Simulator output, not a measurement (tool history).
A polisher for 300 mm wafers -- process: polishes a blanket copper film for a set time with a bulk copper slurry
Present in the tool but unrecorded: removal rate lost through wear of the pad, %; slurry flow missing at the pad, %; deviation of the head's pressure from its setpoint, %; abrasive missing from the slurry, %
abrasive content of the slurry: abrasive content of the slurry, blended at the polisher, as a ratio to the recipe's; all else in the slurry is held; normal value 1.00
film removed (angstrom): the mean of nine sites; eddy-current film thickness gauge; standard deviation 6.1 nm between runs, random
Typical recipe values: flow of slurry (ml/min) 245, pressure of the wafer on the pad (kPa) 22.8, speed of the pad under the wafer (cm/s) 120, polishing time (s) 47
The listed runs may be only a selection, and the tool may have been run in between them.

| run | hour | flow of slurry (ml/min) | pressure of the wafer on the pad (kPa) | speed of the pad under the wafer (cm/s) | abrasive content of the slurry | polishing time (s) | wafers since the last listed run | wafers polished on this pad | hours since the slurry nozzle was cleaned | hours since the head pressure was calibrated | hours since the slurry blender was calibrated | incoming thickness of the incoming film, nm | film removed (angstrom) |
|---|---|---|---|---|---|---|---|---|---|---|---|---|---|
| 1 | 0.0 | 245 | 22.8 | 102 | 1.00 | 47 | 0 | 670 | 541.4 | 1248.5 | 13.3 | 2790.4 | 5578 |
|  | 21.7 | worn pad replaced by a new one |
| 2 | 22.2 | 245 | 22.8 | 102 | 1.00 | 47 | 317 | 8 | 563.6 | 1270.7 | 35.5 | 2787.1 | 5535 |
| 3 | 39.2 | 245 | 22.8 | 102 | 1.00 | 47 | 296 | 304 | 580.6 | 1287.7 | 52.5 | 2752.4 | 5655 |
| 4 | 59.7 | 245 | 22.8 | 120 | 1.00 | 47 | 357 | 662 | 601.1 | 1308.2 | 73.0 | 2818.9 | 6546 |
| 5 | 84.3 | 245 | 22.8 | 120 | 1.00 | 47 | 428 | 1091 | 625.7 | 1332.8 | 97.6 | 2737.5 | 6497 |
|  | 96.9 | worn pad replaced by a new one |
| 6 | 113.6 | 210 | 22.8 | 120 | 1.00 | 47 | 441 | 290 | 655.0 | 1362.1 | 126.9 | 2775.0 | 6370 |
|  | 122.6 | head pressure recalibrated |
|  | 132.7 | slurry nozzle cleaned |
| 7 | 136.3 | 245 | 22.8 | 120 | 1.00 | 47 | 343 | 634 | 3.6 | 13.7 | 149.6 | 2738.6 | 6022 |
|  | 157.6 | worn pad replaced by a new one |
| 8 | 163.0 | 285 | 22.8 | 120 | 1.00 | 47 | 395 | 94 | 30.3 | 40.4 | 176.3 | 2792.0 | 6234 |
|  | 168.7 | slurry blender recalibrated |
| 9 | 181.0 | 245 | 22.8 | 160 | 1.00 | 47 | 278 | 373 | 48.3 | 58.4 | 12.3 | 2846.3 | 7996 |
|  | 190.9 | slurry nozzle cleaned, repeated, since the last time left the tool worse |
| 10 | 210.6 | 245 | 26.2 | 152 | 1.10 | 62 | 498 | 872 | 19.7 | 88.0 | 41.9 | 2751.5 | 13100 |
|  | 228.0 | worn pad replaced by a new one |
| 11 | 231.7 | 175 | 15.2 | 120 | 1.15 | 57 | 298 | 64 | 40.8 | 109.1 | 63.0 | 2795.2 | 5344 |
| 12 | 254.6 | 245 | 22.8 | 82 | 1.00 | 47 | 399 | 464 | 63.7 | 132.0 | 85.9 | 2783.9 | 4557 |
| 13 | 289.4 | 245 | 22.8 | 82 | 1.00 | 47 | 606 | 1070 | 98.5 | 166.8 | 120.7 | 2814.0 | 4581 |
|  | 294.7 | worn pad replaced by a new one |
| 14 | 315.5 | 245 | 22.8 | 102 | 1.00 | 47 | 385 | 362 | 124.6 | 192.9 | 146.8 | 2837.4 | 5722 |

Run 15, settings as shown, results not yet in. Your forecast:
| 15 | 329.0 | 275 | 22.8 | 148 | 1.20 | 37 | 235 | 597 | 138.1 | 206.4 | 160.3 | 2788.2 | ? |

Run 15 yielded film removed (angstrom) 6897.
Had the tool carried no hidden state, the very same run would have given film removed (angstrom) 6975.
